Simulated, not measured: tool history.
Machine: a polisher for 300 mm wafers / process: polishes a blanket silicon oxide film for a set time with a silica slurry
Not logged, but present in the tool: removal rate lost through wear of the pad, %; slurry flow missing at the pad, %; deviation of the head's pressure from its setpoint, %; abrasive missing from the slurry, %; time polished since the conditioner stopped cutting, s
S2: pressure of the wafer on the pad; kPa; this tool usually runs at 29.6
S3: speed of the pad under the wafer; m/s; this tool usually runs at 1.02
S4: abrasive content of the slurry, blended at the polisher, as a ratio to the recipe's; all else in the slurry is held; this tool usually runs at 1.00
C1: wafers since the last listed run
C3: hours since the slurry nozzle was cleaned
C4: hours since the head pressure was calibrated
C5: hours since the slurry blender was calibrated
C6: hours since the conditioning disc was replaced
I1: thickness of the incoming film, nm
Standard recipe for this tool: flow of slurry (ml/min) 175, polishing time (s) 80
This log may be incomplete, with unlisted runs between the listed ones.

{"run": 1, "hour": 0.0, "flow of slurry (ml/min)": 175, "S2": 29.6, "S3": 0.88, "S4": 1.0, "polishing time (s)": 80, "C1": 0, "wafers polished on this pad": 859, "C3": 244.7, "C4": 759.7, "C5": 24.2, "C6": 175.1, "I1": 1907.1, "film removed (angstrom)": 2120}
{"hour": 18.1, "done": "worn pad replaced by a new one"}
{"run": 2, "hour": 18.6, "flow of slurry (ml/min)": 160, "S2": 29.6, "S3": 1.02, "S4": 0.8, "polishing time (s)": 80, "C1": 151, "wafers polished on this pad": 5, "C3": 263.3, "C4": 778.3, "C5": 42.8, "C6": 193.7, "I1": 1902.4, "film removed (angstrom)": 1960}
{"run": 3, "hour": 27.0, "flow of slurry (ml/min)": 175, "S2": 29.6, "S3": 1.02, "S4": 1.0, "polishing time (s)": 80, "C1": 87, "wafers polished on this pad": 93, "C3": 271.7, "C4": 786.7, "C5": 51.2, "C6": 202.1, "I1": 1880.3, "film removed (angstrom)": 2354}
{"run": 4, "hour": 37.8, "flow of slurry (ml/min)": 175, "S2": 29.6, "S3": 1.02, "S4": 1.0, "polishing time (s)": 80, "C1": 112, "wafers polished on this pad": 205, "C3": 282.5, "C4": 797.5, "C5": 62.0, "C6": 212.9, "I1": 1914.3, "film removed (angstrom)": 2348}
{"run": 5, "hour": 53.3, "flow of slurry (ml/min)": 175, "S2": 29.6, "S3": 1.02, "S4": 1.0, "polishing time (s)": 80, "C1": 161, "wafers polished on this pad": 366, "C3": 298.0, "C4": 813.0, "C5": 77.5, "C6": 228.4, "I1": 1876.9, "film removed (angstrom)": 2312}
{"run": 6, "hour": 66.6, "flow of slurry (ml/min)": 175, "S2": 29.6, "S3": 1.02, "S4": 1.0, "polishing time (s)": 80, "C1": 138, "wafers polished on this pad": 505, "C3": 311.3, "C4": 826.3, "C5": 90.8, "C6": 241.7, "I1": 1857.9, "film removed (angstrom)": 2306}
{"hour": 72.6, "done": "head pressure recalibrated"}
{"hour": 77.8, "done": "conditioning disc replaced and pad reconditioned"}
{"hour": 80.7, "done": "slurry nozzle cleaned"}
{"run": 7, "hour": 83.6, "flow of slurry (ml/min)": 175, "S2": 29.6, "S3": 1.02, "S4": 1.0, "polishing time (s)": 80, "C1": 124, "wafers polished on this pad": 629, "C3": 2.9, "C4": 11.0, "C5": 107.8, "C6": 5.8, "I1": 1910.9, "film removed (angstrom)": 2175}
{"hour": 96.2, "done": "slurry blender recalibrated"}
{"run": 8, "hour": 100.3, "flow of slurry (ml/min)": 175, "S2": 29.6, "S3": 1.02, "S4": 1.0, "polishing time (s)": 80, "C1": 152, "wafers polished on this pad": 782, "C3": 19.6, "C4": 27.7, "C5": 4.1, "C6": 22.5, "I1": 1897.3, "film removed (angstrom)": 1977}
{"run": 9, "hour": 111.7, "flow of slurry (ml/min)": 175, "S2": 29.6, "S3": 1.14, "S4": 1.0, "polishing time (s)": 80, "C1": 118, "wafers polished on this pad": 901, "C3": 31.0, "C4": 39.1, "C5": 15.5, "C6": 33.9, "I1": 1911.2, "film removed (angstrom)": 2176}
{"hour": 126.0, "done": "worn pad replaced by a new one"}
{"hour": 126.8, "done": "slurry blender recalibrated, repeated, since the last time left the tool worse"}
{"run": 10, "hour": 127.3, "flow of slurry (ml/min)": 175, "S2": 29.6, "S3": 1.14, "S4": 1.0, "polishing time (s)": 80, "C1": 112, "wafers polished on this pad": 5, "C3": 46.6, "C4": 54.7, "C5": 0.5, "C6": 49.5, "I1": 1898.3, "film removed (angstrom)": 2609}
{"run": 11, "hour": 140.0, "flow of slurry (ml/min)": 175, "S2": 29.6, "S3": 1.02, "S4": 1.0, "polishing time (s)": 80, "C1": 132, "wafers polished on this pad": 137, "C3": 59.3, "C4": 67.4, "C5": 13.2, "C6": 62.2, "I1": 1886.3, "film removed (angstrom)": 2369}
{"run": 12, "hour": 152.0, "flow of slurry (ml/min)": 195, "S2": 39.3, "S3": 1.32, "S4": 1.0, "polishing time (s)": 80, "C1": 124, "wafers polished on this pad": 262, "C3": 71.3, "C4": 79.4, "C5": 25.2, "C6": 74.2, "I1": 1924.6, "film removed (angstrom)": 3880}
{"run": 13, "hour": 159.0, "flow of slurry (ml/min)": 175, "S2": 29.6, "S3": 1.02, "S4": 0.85, "polishing time (s)": 80, "C1": 72, "wafers polished on this pad": 335, "C3": 78.3, "C4": 86.4, "C5": 32.2, "C6": 81.2, "I1": 1873.4, "film removed (angstrom)": 2156}
{"run": 14, "hour": 176.5, "flow of slurry (ml/min)": 175, "S2": 29.6, "S3": 1.02, "S4": 1.0, "polishing time (s)": 80, "C1": 182, "wafers polished on this pad": 517, "C3": 95.8, "C4": 103.9, "C5": 49.7, "C6": 98.7, "I1": 1872.6, "film removed (angstrom)": 2364}
{"run": 15, "hour": 186.1, "flow of slurry (ml/min)": 175, "S2": 29.6, "S3": 1.14, "S4": 1.0, "polishing time (s)": 80, "C1": 99, "wafers polished on this pad": 617, "C3": 105.4, "C4": 113.5, "C5": 59.3, "C6": 108.3, "I1": 1928.1, "film removed (angstrom)": 2543}
{"run": 16, "hour": 200.8, "flow of slurry (ml/min)": 175, "S2": 29.6, "S3": 1.14, "S4": 1.0, "polishing time (s)": 54, "C1": 152, "wafers polished on this pad": 770, "C3": 120.1, "C4": 128.2, "C5": 74.0, "C6": 123.0, "I1": 1870.6, "film removed (angstrom)": 1676}
{"run": 17, "hour": 208.2, "flow of slurry (ml/min)": 145, "S2": 29.6, "S3": 1.02, "S4": 1.0, "polishing time (s)": 97, "C1": 77, "wafers polished on this pad": 847, "C3": 127.5, "C4": 135.6, "C5": 81.4, "C6": 130.4, "I1": 1916.8, "film removed (angstrom)": 2639}
{"run": 18, "hour": 215.8, "flow of slurry (ml/min)": 175, "S2": 29.6, "S3": 1.02, "S4": 1.0, "polishing time (s)": 53, "C1": 79, "wafers polished on this pad": 926, "C3": 135.1, "C4": 143.2, "C5": 89.0, "C6": 138.0, "I1": 1907.1, "film removed (angstrom)": 1485}
{"run": 19, "hour": 229.9, "flow of slurry (ml/min)": 175, "S2": 29.6, "S3": 1.02, "S4": 1.0, "polishing time (s)": 80, "C1": 146, "wafers polished on this pad": 1072, "C3": 149.2, "C4": 157.3, "C5": 103.1, "C6": 152.1, "I1": 1896.5, "film removed (angstrom)": 2241}
{"hour": 235.2, "done": "worn pad replaced by a new one"}
{"run": 20, "hour": 237.0, "flow of slurry (ml/min)": 175, "S2": 29.6, "S3": 0.76, "S4": 1.3, "polishing time (s)": 105, "C1": 32, "wafers polished on this pad": 19, "C3": 156.3, "C4": 164.4, "C5": 110.2, "C6": 159.2, "I1": 1908.6, "film removed (angstrom)": 2653}

Consider 5 possible next runs. They are alternatives, not a sequence: every one starts from the tool as it was left by run 20. What does each give?
{"run": "A", "hour": 237.5, "flow of slurry (ml/min)": 175, "S2": 29.6, "S3": 1.12, "S4": 1.0, "polishing time (s)": 80, "C1": 5, "wafers polished on this pad": 24, "C3": 156.8, "C4": 164.9, "C5": 110.7, "C6": 159.7, "I1": 1884.7, "film removed (angstrom)": "?"}
{"run": "B", "hour": 237.5, "flow of slurry (ml/min)": 175, "S2": 29.6, "S3": 1.02, "S4": 1.3, "polishing time (s)": 80, "C1": 5, "wafers polished on this pad": 24, "C3": 156.8, "C4": 164.9, "C5": 110.7, "C6": 159.7, "I1": 1884.7, "film removed (angstrom)": "?"}
{"run": "C", "hour": 237.5, "flow of slurry (ml/min)": 175, "S2": 29.6, "S3": 1.02, "S4": 0.85, "polishing time (s)": 99, "C1": 5, "wafers polished on this pad": 24, "C3": 156.8, "C4": 164.9, "C5": 110.7, "C6": 159.7, "I1": 1884.7, "film removed (angstrom)": "?"}
{"run": "D", "hour": 237.5, "flow of slurry (ml/min)": 175, "S2": 29.6, "S3": 1.02, "S4": 1.0, "polishing time (s)": 106, "C1": 5, "wafers polished on this pad": 24, "C3": 156.8, "C4": 164.9, "C5": 110.7, "C6": 159.7, "I1": 1884.7, "film removed (angstrom)": "?"}
{"run": "E", "hour": 237.5, "flow of slurry (ml/min)": 175, "S2": 37.2, "S3": 1.02, "S4": 1.0, "polishing time (s)": 107, "C1": 5, "wafers polished on this pad": 24, "C3": 156.8, "C4": 164.9, "C5": 110.7, "C6": 159.7, "I1": 1884.7, "film removed (angstrom)": "?"}

run=A film_removed_(angstrom)=2342
run=B film_removed_(angstrom)=2503
run=C film_removed_(angstrom)=2424
run=D film_removed_(angstrom)=2879
run=E film_removed_(angstrom)=3650
Without the tool's unlogged condition, the same runs would have read:
run=A film_removed_(angstrom)=2539
run=B film_removed_(angstrom)=2678
run=C film_removed_(angstrom)=2650
run=D film_removed_(angstrom)=3121
run=E film_removed_(angstrom)=3957
